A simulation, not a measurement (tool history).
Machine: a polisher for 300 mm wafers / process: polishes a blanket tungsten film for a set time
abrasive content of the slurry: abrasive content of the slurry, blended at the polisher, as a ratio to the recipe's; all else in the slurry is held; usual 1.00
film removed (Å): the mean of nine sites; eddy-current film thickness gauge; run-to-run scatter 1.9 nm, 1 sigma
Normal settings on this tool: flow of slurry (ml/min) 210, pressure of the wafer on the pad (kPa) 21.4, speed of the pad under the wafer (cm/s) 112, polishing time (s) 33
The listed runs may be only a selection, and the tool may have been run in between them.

run	hour	flow of slurry (ml/min)	pressure of the wafer on the pad (kPa)	speed of the pad under the wafer (cm/s)	abrasive content of the slurry	polishing time (s)	incoming thickness of the incoming film, nm	film removed (Å)
1	0.0	210	21.4	112	1.00	33	1033.0	1340
2	70.9	210	21.4	112	1.00	33	1017.1	1358
# hour 104.0: slurry blender recalibrated
3	174.7	210	21.4	112	1.00	33	1015.8	1361
# hour 190.0: slurry nozzle cleaned
# hour 206.0: worn pad replaced by a new one
# hour 325.5: head pressure recalibrated
# hour 347.2: slurry tank refilled with fresh slurry and peroxide
4	360.0	210	21.4	112	1.00	33	1039.4	1385
5	465.6	210	21.4	112	0.80	33	1032.6	1305
6	546.0	210	21.4	112	0.80	33	1023.2	1307
# hour 585.8: slurry blender recalibrated
7	643.0	210	21.4	112	1.00	33	1019.0	1337
# hour 665.2: worn pad replaced by a new one
8	740.8	210	21.4	112	1.00	33	1028.2	1418
# hour 776.2: slurry tank refilled with fresh slurry and peroxide
9	779.1	210	21.4	112	1.00	33	1036.9	1430
10	873.7	210	21.4	112	1.00	33	1048.6	1377
11	910.2	210	21.4	112	1.00	33	1048.9	1387
12	1008.3	210	21.4	112	1.00	33	1031.0	1354
# hour 1011.2: head pressure recalibrated
# hour 1048.3: worn pad replaced by a new one
13	1075.4	250	21.4	112	1.00	33	1015.6	1442
# hour 1086.7: slurry blender recalibrated
14	1157.7	210	16.5	112	1.00	39	1040.1	1320
# hour 1162.6: slurry nozzle cleaned
# hour 1176.7: slurry tank refilled with fresh slurry and peroxide
15	1255.0	210	21.4	112	1.20	33	1040.4	1431
16	1342.8	210	21.4	112	1.00	33	1034.5	1370
17	1380.7	250	19.3	92	1.00	41	1049.6	1316
18	1424.9	175	21.4	150	1.00	33	1015.1	1615
# hour 1505.7: worn pad replaced by a new one
19	1508.5	160	21.4	94	0.85	28	1040.0	1002
20	1550.5	265	21.4	112	1.30	33	1037.3	1566
# hour 1575.2: slurry blender recalibrated
21	1612.9	210	21.4	112	1.00	38	1020.1	1683
# hour 1636.5: head pressure recalibrated
# hour 1648.1: slurry tank refilled with fresh slurry and peroxide
22	1699.6	210	21.4	112	1.00	33	1027.0	1380
23	1737.2	140	21.4	112	1.15	28	1026.7	1144
24	1830.3	210	21.4	112	1.00	33	1014.2	1370
25	1935.3	210	28.3	112	1.00	33	1033.1	1715
# hour 1947.2: worn pad replaced by a new one
26	1979.1	210	21.4	112	1.00	33	1030.4	1405

What if the next run were any one of these 4? Each begins from the tool's condition after run 26:
A	1979.5	275	21.4	112	1.00	33	1029.9	?
B	1979.5	210	25.5	112	1.00	45	1029.9	?
C	1979.5	175	13.8	128	1.25	33	1029.9	?
D	1979.5	190	21.4	112	1.00	33	1029.9	?

run	film removed (Å)
A	1467
B	2312
C	1025
D	1400
Take away the tool's hidden state, keep each run's random variation, and the runs would have read:
run	film removed (Å)
A	1587
B	2500
C	1109
D	1514

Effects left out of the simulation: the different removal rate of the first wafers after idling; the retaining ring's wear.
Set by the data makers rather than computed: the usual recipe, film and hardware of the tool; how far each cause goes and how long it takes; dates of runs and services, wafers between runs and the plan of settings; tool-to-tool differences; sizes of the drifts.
